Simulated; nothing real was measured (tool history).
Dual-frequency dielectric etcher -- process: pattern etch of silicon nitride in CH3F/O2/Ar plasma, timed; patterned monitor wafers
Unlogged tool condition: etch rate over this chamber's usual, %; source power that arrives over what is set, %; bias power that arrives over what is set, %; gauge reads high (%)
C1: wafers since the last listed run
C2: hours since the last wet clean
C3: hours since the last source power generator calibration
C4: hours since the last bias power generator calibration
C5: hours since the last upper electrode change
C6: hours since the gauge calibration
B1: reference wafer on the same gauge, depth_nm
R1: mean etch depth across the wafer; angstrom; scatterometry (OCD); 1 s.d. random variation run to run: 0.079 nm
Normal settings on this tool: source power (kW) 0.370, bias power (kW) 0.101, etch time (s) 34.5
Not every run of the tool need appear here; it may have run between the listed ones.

Run 1, hour 0.0: usual settings; C1 0; C2 0.5; C3 1729.9; C4 1253.4; C5 4413.2; C6 604.1; B1 33.05. Result: R1 283.2 angstrom.
Run 2, hour 61.5: usual settings but etch time (s) 28.5; C1 559; C2 62.0; C3 1791.4; C4 1314.9; C5 4474.7; C6 665.6; B1 33.02. Result: R1 233.2 angstrom.
Run 3, hour 119.5: usual settings but etch time (s) 28.5; C1 527; C2 120.0; C3 1849.4; C4 1372.9; C5 4532.7; C6 723.6; B1 32.96. Result: R1 233.1 angstrom.
Run 4, hour 166.5: usual settings but bias power (kW) 0.091; C1 427; C2 167.0; C3 1896.4; C4 1419.9; C5 4579.7; C6 770.6; B1 32.92. Result: R1 265.9 angstrom.
Run 5, hour 214.7: usual settings but source power (kW) 0.320; C1 438; C2 215.2; C3 1944.6; C4 1468.1; C5 4627.9; C6 818.8; B1 32.91. Result: R1 270.3 angstrom.
Run 6, hour 256.9: usual settings but source power (kW) 0.320; C1 383; C2 257.4; C3 1986.8; C4 1510.3; C5 4670.1; C6 861.0; B1 32.89. Result: R1 269.0 angstrom.
Run 7, hour 307.0: usual settings but source power (kW) 0.390; C1 455; C2 307.5; C3 2036.9; C4 1560.4; C5 4720.2; C6 911.1; B1 32.86. Result: R1 286.2 angstrom.
Run 8, hour 355.6: usual settings but source power (kW) 0.390; C1 442; C2 356.1; C3 2085.5; C4 1609.0; C5 4768.8; C6 959.7; B1 32.83. Result: R1 285.2 angstrom.
Run 9, hour 400.0: usual settings but source power (kW) 0.390; C1 403; C2 400.5; C3 2129.9; C4 1653.4; C5 4813.2; C6 1004.1; B1 32.80. Result: R1 286.5 angstrom.
At hour 503.8: wet clean of the chamber.
Run 10, hour 504.3: usual settings; C1 730; C2 0.5; C3 2234.2; C4 1757.7; C5 4917.5; C6 1108.4; B1 32.73. Result: R1 280.8 angstrom.
Run 11, hour 540.3: usual settings; C1 327; C2 36.5; C3 2270.2; C4 1793.7; C5 4953.5; C6 1144.4; B1 32.69. Result: R1 280.2 angstrom.
Run 12, hour 612.2: usual settings; C1 654; C2 108.4; C3 2342.1; C4 1865.6; C5 5025.4; C6 1216.3; B1 32.66. Result: R1 279.7 angstrom.
Run 13, hour 656.0: usual settings; C1 398; C2 152.2; C3 2385.9; C4 1909.4; C5 5069.2; C6 1260.1; B1 32.59. Result: R1 280.0 angstrom.
At hour 696.5: upper electrode replaced.
Run 14, hour 720.7: usual settings; C1 370; C2 216.9; C3 2450.6; C4 1974.1; C5 24.2; C6 1324.8; B1 32.57. Result: R1 279.0 angstrom.
Run 15, hour 770.3: usual settings; C1 451; C2 266.5; C3 2500.2; C4 2023.7; C5 73.8; C6 1374.4; B1 32.49. Result: R1 278.4 angstrom.
Run 16, hour 812.8: usual settings but source power (kW) 0.320, bias power (kW) 0.081, etch time (s) 26.5; C1 386; C2 309.0; C3 2542.7; C4 2066.2; C5 116.3; C6 1416.9; B1 32.46. Result: R1 177.1 angstrom.
At hour 829.8: source power generator calibrated.
Run 17, hour 846.3: usual settings but bias power (kW) 0.081, etch time (s) 41.0; C1 268; C2 342.5; C3 16.5; C4 2099.7; C5 149.8; C6 1450.4; B1 32.44. Result: R1 289.1 angstrom.
At hour 892.2: gauge calibrated.
Run 18, hour 906.2: usual settings; C1 544; C2 402.4; C3 76.4; C4 2159.6; C5 209.7; C6 14.0; B1 33.11. Result: R1 284.5 angstrom.
Run 19, hour 933.6: usual settings but source power (kW) 0.330, bias power (kW) 0.114, etch time (s) 41.5; C1 249; C2 429.8; C3 103.8; C4 2187.0; C5 237.1; C6 41.4; B1 33.07. Result: R1 352.7 angstrom.
Run 20, hour 1003.0: usual settings but etch time (s) 25.0; C1 631; C2 499.2; C3 173.2; C4 2256.4; C5 306.5; C6 110.8; B1 33.09. Result: R1 204.5 angstrom.
At hour 1031.7: wet clean of the chamber.
Run 21, hour 1038.0: usual settings but etch time (s) 38.0; C1 100; C2 6.3; C3 208.2; C4 2291.4; C5 341.5; C6 145.8; B1 33.03. Result: R1 311.7 angstrom.
Run 22, hour 1071.6: usual settings; C1 305; C2 39.9; C3 241.8; C4 2325.0; C5 375.1; C6 179.4; B1 33.03. Result: R1 282.6 angstrom.
At hour 1129.5: bias power generator calibrated.
Run 23, hour 1139.4: usual settings but source power (kW) 0.400, etch time (s) 39.0; C1 580; C2 107.7; C3 309.6; C4 9.9; C5 442.9; C6 247.2; B1 33.06. Result: R1 328.7 angstrom.
Run 24, hour 1194.9: usual settings but source power (kW) 0.330, bias power (kW) 0.084, etch time (s) 40.0; C1 504; C2 163.2; C3 365.1; C4 65.4; C5 498.4; C6 302.7; B1 33.03. Result: R1 283.4 angstrom.
Run 25, hour 1260.4: usual settings; C1 595; C2 228.7; C3 430.6; C4 130.9; C5 563.9; C6 368.2; B1 33.01. Result: R1 282.7 angstrom.
Run 26, hour 1302.6: usual settings but source power (kW) 0.300; C1 383; C2 270.9; C3 472.8; C4 173.1; C5 606.1; C6 410.4; B1 33.02. Result: R1 266.4 angstrom.
Run 27, hour 1348.7: usual settings but source power (kW) 0.400, bias power (kW) 0.081, etch time (s) 25.5; C1 419; C2 317.0; C3 518.9; C4 219.2; C5 652.2; C6 456.5; B1 32.98. Result: R1 188.0 angstrom.
At hour 1514.5: wet clean of the chamber.
Run 28, hour 1551.9: usual settings but source power (kW) 0.440, bias power (kW) 0.123, etch time (s) 39.5; C1 1630; C2 37.4; C3 722.1; C4 422.4; C5 855.4; C6 659.7; B1 32.94. Result: R1 382.3 angstrom.
Run 29, hour 1616.3: usual settings but source power (kW) 0.300, etch time (s) 42.0; C1 585; C2 101.8; C3 786.5; C4 486.8; C5 919.8; C6 724.1; B1 32.92. Result: R1 320.1 angstrom.
Run 30, hour 1676.0: usual settings but bias power (kW) 0.094; C1 543; C2 161.5; C3 846.2; C4 546.5; C5 979.5; C6 783.8; B1 32.90. Result: R1 268.0 angstrom.

For each run, what was the tool's unlogged condition?
etch rate over this chamber's usual, %: 0 at every run
source power that arrives over what is set, %: 0 at every run
bias power that arrives over what is set, %: 0 at every run
H1: gauge reads high (%)
run       H1
  1   -0.251
  2    -0.33
  3   -0.413
  4   -0.484
  5   -0.562
  6   -0.634
  7   -0.725
  8   -0.818
  9   -0.906
 10    -1.13
 11    -1.21
 12    -1.39
 13     -1.5
 14    -1.67
 15     -1.8
 16    -1.93
 17    -2.02
 18   -0.068
 19  -0.0696
 20  -0.0803
 21  -0.0895
 22   -0.101
 23    -0.13
 24   -0.161
 25   -0.206
 26   -0.239
 27    -0.28
 28   -0.511
 29   -0.602
 30   -0.694
